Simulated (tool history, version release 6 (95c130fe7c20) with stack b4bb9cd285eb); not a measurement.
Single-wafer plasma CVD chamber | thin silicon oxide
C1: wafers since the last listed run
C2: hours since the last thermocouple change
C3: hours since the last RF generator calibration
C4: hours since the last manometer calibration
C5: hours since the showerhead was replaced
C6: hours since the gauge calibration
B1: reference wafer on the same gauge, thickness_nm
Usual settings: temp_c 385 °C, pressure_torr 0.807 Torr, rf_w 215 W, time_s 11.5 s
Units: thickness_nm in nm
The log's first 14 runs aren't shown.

At hour 319.7: showerhead replaced.
Run 15, hour 330.6: usual settings; C1 505; C2 3103.8; C3 331.1; C4 105.4; C5 10.9; C6 288.8; B1 17.373. Result: thickness_nm 18.067 nm.
Run 16, hour 366.5: usual settings but temp_c 379 °C, pressure_torr 0.698 Torr, rf_w 200 W; C1 844; C2 3139.7; C3 367.0; C4 141.3; C5 46.8; C6 324.7; B1 17.402. Result: thickness_nm 15.553 nm.
Run 17, hour 390.9: usual settings but time_s 13.1 s; C1 573; C2 3164.1; C3 391.4; C4 165.7; C5 71.2; C6 349.1; B1 17.388. Result: thickness_nm 20.448 nm.
Run 18, hour 403.2: usual settings but temp_c 395 °C, pressure_torr 0.970 Torr, time_s 10.8 s; C1 289; C2 3176.4; C3 403.7; C4 178.0; C5 83.5; C6 361.4; B1 17.458. Result: thickness_nm 19.405 nm.
Run 19, hour 479.3: usual settings but temp_c 398 °C, pressure_torr 0.726 Torr, rf_w 240 W; C1 1789; C2 3252.5; C3 479.8; C4 254.1; C5 159.6; C6 437.5; B1 17.433. Result: thickness_nm 16.936 nm.
Run 20, hour 496.3: usual settings but temp_c 370 °C, rf_w 200 W; C1 399; C2 3269.5; C3 496.8; C4 271.1; C5 176.6; C6 454.5; B1 17.358. Result: thickness_nm 17.480 nm.
At hour 507.4: thermocouple changed; heater temperature recalibrated.
Run 21, hour 529.6: usual settings but pressure_torr 0.699 Torr; C1 594; C2 22.2; C3 530.1; C4 304.4; C5 209.9; C6 487.8; B1 17.393. Result: thickness_nm 15.884 nm.
Run 22, hour 548.9: usual settings; C1 453; C2 41.5; C3 549.4; C4 323.7; C5 229.2; C6 507.1; B1 17.394. Result: thickness_nm 17.769 nm.
Run 23, hour 572.5: usual settings; C1 554; C2 65.1; C3 573.0; C4 347.3; C5 252.8; C6 530.7; B1 17.338. Result: thickness_nm 17.861 nm.
Run 24, hour 595.8: usual settings but temp_c 375 °C, pressure_torr 0.929 Torr, rf_w 175 W, time_s 13.1 s; C1 547; C2 88.4; C3 596.3; C4 370.6; C5 276.1; C6 554.0; B1 17.447. Result: thickness_nm 20.703 nm.
Run 25, hour 619.0: usual settings but rf_w 205 W; C1 545; C2 111.6; C3 619.5; C4 393.8; C5 299.3; C6 577.2; B1 17.444. Result: thickness_nm 17.424 nm.
Run 26, hour 634.4: usual settings but temp_c 395 °C, pressure_torr 0.970 Torr, time_s 10.8 s; C1 362; C2 127.0; C3 634.9; C4 409.2; C5 314.7; C6 592.6; B1 17.414. Result: thickness_nm 19.032 nm.
Run 27, hour 659.2: usual settings but pressure_torr 0.633 Torr; C1 583; C2 151.8; C3 659.7; C4 434.0; C5 339.5; C6 617.4; B1 17.379. Result: thickness_nm 14.520 nm.
Run 28, hour 682.2: usual settings but pressure_torr 0.733 Torr, rf_w 230 W, time_s 12.7 s; C1 540; C2 174.8; C3 682.7; C4 457.0; C5 362.5; C6 640.4; B1 17.419. Result: thickness_nm 18.429 nm.
Run 29, hour 696.5: usual settings but temp_c 375 °C, pressure_torr 0.723 Torr; C1 336; C2 189.1; C3 697.0; C4 471.3; C5 376.8; C6 654.7; B1 17.379. Result: thickness_nm 16.068 nm.
At hour 713.0: gauge calibrated.
Run 30, hour 731.2: usual settings but temp_c 378 °C, rf_w 245 W; C1 815; C2 223.8; C3 731.7; C4 506.0; C5 411.5; C6 18.2; B1 17.371. Result: thickness_nm 18.474 nm.

Forecast each of these 3 alternatives for the next run:
Run A, hour 731.6: usual settings but rf_w 200 W; C1 9; C2 224.2; C3 732.1; C4 506.4; C5 411.9; C6 18.6; B1 ?. Result: thickness_nm ?.
Run B, hour 731.6: usual settings but temp_c 370 °C, pressure_torr 0.686 Torr, rf_w 230 W; C1 9; C2 224.2; C3 732.1; C4 506.4; C5 411.9; C6 18.6; B1 ?. Result: thickness_nm ?.
Run C, hour 731.6: usual settings but temp_c 391 °C, pressure_torr 0.991 Torr, rf_w 195 W; C1 9; C2 224.2; C3 732.1; C4 506.4; C5 411.9; C6 18.6; B1 ?. Result: thickness_nm ?.

run      B1  thickness_nm
  A  17.385        17.154
  B  17.385        15.992
  C  17.385        19.687
Without the tool's hidden state the same runs would have given:
run  thickness_nm
  A        17.908
  B        16.761
  C        20.454
